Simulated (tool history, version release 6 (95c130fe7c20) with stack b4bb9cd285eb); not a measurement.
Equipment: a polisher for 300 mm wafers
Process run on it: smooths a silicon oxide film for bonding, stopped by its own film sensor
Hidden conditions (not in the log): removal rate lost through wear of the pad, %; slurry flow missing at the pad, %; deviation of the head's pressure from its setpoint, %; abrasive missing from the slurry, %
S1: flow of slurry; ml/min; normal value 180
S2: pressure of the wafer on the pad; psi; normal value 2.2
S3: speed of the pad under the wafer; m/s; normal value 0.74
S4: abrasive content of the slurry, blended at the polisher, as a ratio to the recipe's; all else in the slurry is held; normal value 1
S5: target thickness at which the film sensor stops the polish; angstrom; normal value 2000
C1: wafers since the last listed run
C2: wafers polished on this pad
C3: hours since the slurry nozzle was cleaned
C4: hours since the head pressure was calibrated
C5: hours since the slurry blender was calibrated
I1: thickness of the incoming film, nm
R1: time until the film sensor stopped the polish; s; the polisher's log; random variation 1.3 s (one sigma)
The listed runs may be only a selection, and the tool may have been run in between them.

run     day   S1   S2    S3    S4    S5   C1    C2     C3     C4     C5     I1     R1
  1       0  180  2.2  0.74   0.9  2000    0   739  425.9   12.4  148.8  249.7   99.4
  2   0.829  180  2.2  0.66     1  2000  139   879  445.8   32.3  168.7  250.6  102.3
  3   1.446  180  2.2  0.66     1  2000  103   983  460.6   47.1  183.5  245.6     94
  4   2.467  205  2.2  0.74     1  2000  171  1155  485.1   71.6    208    248   91.9
      2.725  -- slurry nozzle cleaned
      3.867  -- slurry blender recalibrated
  5   3.888  205  2.2  0.74     1  2000  218  1373   27.9  105.7    0.5  248.3   89.4
  6   4.654  205  2.2  0.74     1  2000  129  1502   46.3  124.1   18.9  251.7   96.7
  7   6.008  180  2.2   0.8     1  2000  228  1730   78.8  156.6   51.4  245.5   83.5
      6.283  -- worn pad replaced by a new one
  8   7.346  180  2.2  0.74   1.1  1870  197   178  110.9  188.7   83.5  250.7  116.2
  9   8.371  180  2.2  0.74     1  2000  172   351  135.5  213.3  108.1  246.1   88.3
 10   9.212  180  2.2  0.74  1.15  2000  141   493  155.7  233.5  128.3  251.8   91.9
 11  10.458  180    3  0.96     1  1910  209   703  185.6  263.4  158.2  252.4   74.7
 12  11.162  180  2.2  0.74   1.1  1870  118   821  202.5  280.3  175.1  252.1  118.1
 13  12.288  180  1.9  0.74   0.8  1940  189  1011  229.5  307.3  202.1  250.8  139.7
 14  13.712  180  2.2  0.74  1.25  2000  240  1251  263.7  341.5  236.3  250.5   89.9
 15   14.65  230  2.9  0.48     1  1910  157  1409  286.2    364  258.8  247.9  101.4
     14.862  -- worn pad replaced by a new one
     15.046  -- slurry blender recalibrated
 16  15.821  210  2.2  0.58     1  2000  155   147  314.3  392.1   18.6  244.8   94.7
 17  16.808  180  2.2  0.88   0.9  2000  166   313    338  415.8   42.3  247.7   84.6
 18  17.538  180  2.2  0.74     1  2000  122   436  355.5  433.3   59.8  250.4   98.7
 19  18.742  235  2.8  0.86     1  1820  202   639  384.4  462.2   88.7  248.4   89.3
 20  20.075  180  2.2  0.74     1  2000  224   864  416.4  494.2  120.7    247   90.7
 21  21.508  180  2.2  0.82     1  2000  241  1105  450.8  528.6  155.1  250.5   91.1
     21.712  -- slurry nozzle cleaned
 22   22.55  180  2.2  0.74     1  2000  168  1274   20.1  553.6  180.1  249.7   97.2
 23  23.842  180  2.2  0.74     1  2000  217  1491   51.1  584.6  211.1  251.1  101.2
     24.458  -- worn pad replaced by a new one
 24  25.325  180  2.2  0.74   0.9  2000  221   146   86.7  620.2  246.7  246.3     93
     26.292  -- slurry blender recalibrated
 25  26.342  180  2.2  0.58  1.15  2000  157   303  111.1  644.6    1.2  254.3  115.2
 26  26.992  180  1.9  0.74   0.8  1940  109   412  126.7  660.2   16.8  250.4  138.5
 27  27.692  180  2.2  0.74   0.8  2000  117   530  143.5    677   33.6  248.3  103.9
 28  28.512  205  2.2  0.58   1.1  2000  138   668  163.2  696.7   53.3  247.2   97.8
 29  29.108  220  2.2  0.84  1.15  2000  100   769  177.5    711   67.6  252.3   87.8
 30  31.221  145  2.2  0.74   1.2  2000  355  1125  228.2  761.7  118.3  251.2   94.4

Describe how what the log doesn't record of the tool's condition differs between the last listed run preceding each entry between runs and the first listed run following it.
In the gap between runs 4 and 5: slurry nozzle cleaned (day 2.725); slurry blender recalibrated (day 3.867)
  no difference in the tool's unlogged condition between these two runs
In the gap between runs 7 and 8: worn pad replaced by a new one (day 6.283)
  no difference in the tool's unlogged condition between these two runs
In the gap between runs 15 and 16: worn pad replaced by a new one (day 14.862); slurry blender recalibrated (day 15.046)
  no difference in the tool's unlogged condition between these two runs
In the gap between runs 21 and 22: slurry nozzle cleaned (day 21.712)
  no difference in the tool's unlogged condition between these two runs
In the gap between runs 23 and 24: worn pad replaced by a new one (day 24.458)
  no difference in the tool's unlogged condition between these two runs
In the gap between runs 24 and 25: slurry blender recalibrated (day 26.292)
  no difference in the tool's unlogged condition between these two runs
